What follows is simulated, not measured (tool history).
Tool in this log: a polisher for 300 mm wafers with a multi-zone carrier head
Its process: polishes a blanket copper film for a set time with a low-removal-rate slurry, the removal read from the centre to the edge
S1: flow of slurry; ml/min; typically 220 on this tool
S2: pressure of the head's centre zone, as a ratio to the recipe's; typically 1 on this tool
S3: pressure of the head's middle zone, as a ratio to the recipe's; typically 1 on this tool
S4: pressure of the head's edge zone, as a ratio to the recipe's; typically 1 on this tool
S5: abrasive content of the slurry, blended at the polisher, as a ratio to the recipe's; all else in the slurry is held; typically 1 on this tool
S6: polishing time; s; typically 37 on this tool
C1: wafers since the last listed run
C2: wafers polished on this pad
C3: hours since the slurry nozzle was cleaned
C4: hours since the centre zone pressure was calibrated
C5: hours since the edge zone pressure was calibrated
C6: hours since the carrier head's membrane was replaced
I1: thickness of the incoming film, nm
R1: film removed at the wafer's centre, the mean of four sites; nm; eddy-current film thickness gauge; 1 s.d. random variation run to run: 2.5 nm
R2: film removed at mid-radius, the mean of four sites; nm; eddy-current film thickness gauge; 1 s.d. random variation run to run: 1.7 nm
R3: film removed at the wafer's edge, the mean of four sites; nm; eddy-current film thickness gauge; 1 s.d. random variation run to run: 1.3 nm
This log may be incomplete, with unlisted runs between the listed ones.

run     day   S1    S2    S3    S4   S5  S6   C1    C2     C3     C4      C5      C6      I1     R1     R2     R3
  1       0  220     1     1  0.93    1  37    0  1536   91.4  330.1  1134.5   769.1  1383.5    172    167  168.2
  2   3.812  220     1     1  0.93    1  37  620  2156  182.9  421.6    1226   860.6  1403.6  166.5  162.4  164.9
      6.088  -- worn pad replaced by a new one
  3   6.279  255     1     1     1  1.1  37  374    30  242.1  480.8  1285.2   919.8  1417.7  176.2  168.5  172.3
      7.171  -- centre zone pressure recalibrated
  4   7.888  255     1     1     1  1.1  37  248   279  280.7   17.2  1323.8   958.4  1415.3  167.4  163.8  172.7
  5   9.592  255     1     1     1  1.1  37  277   556  321.6   58.1  1364.7   999.3  1388.6  162.2  162.9  168.9
     10.525  -- slurry nozzle cleaned
  6  13.254  220     1     1     1    1  37  589  1146   65.5    146  1452.6  1087.2  1389.6  174.3  168.7  172.7
  7  16.512  220     1     1     1    1  37  530  1676  143.7  224.2  1530.8  1165.4  1427.9  167.7  162.6  170.8
  8  18.338  180  1.06     1     1    1  37  297  1973  187.5    268  1574.6  1209.2  1420.6  169.2  155.7  165.9
     19.696  -- edge zone pressure recalibrated
     22.571  -- worn pad replaced by a new one
  9  22.925  180  1.06     1     1    1  37  706    57  297.6  378.1    77.5  1319.3    1435  157.2  148.8  158.9
      24.85  -- carrier head's membrane replaced by a new one
 10  25.892  220     1     1     1    1  37  449   506  368.8  449.3   148.7      25    1422  155.4  150.4  159.9
     27.517  -- slurry nozzle cleaned
     29.417  -- centre zone pressure recalibrated
 11  30.158  220  1.08  1.09     1    1  45  674  1181   63.4   17.8   251.1   127.4  1409.5  220.7  212.5  205.7
 12  33.738  200   1.1  1.08  1.11    1  37  582  1763  149.3  103.7     337   213.3  1430.3  177.5  165.1  173.8
 13  35.742  220     1     1     1  1.3  37  326  2090  197.4  151.8   385.1   261.4  1416.1  171.9  161.5  174.2

Predict the results of run 14:
     36.046  -- worn pad replaced by a new one
 14  37.933  220   1  0.97  0.88  0.85  37  329  307  250  204.4  437.7  314  1416.9   ?   ?   ?

Run 14 measured R1 150 nm, R2 146.6 nm, R3 149.7 nm.
With no hidden state in the tool, this same run would have given R1 166.7 nm, R2 161 nm, R3 160.2 nm.
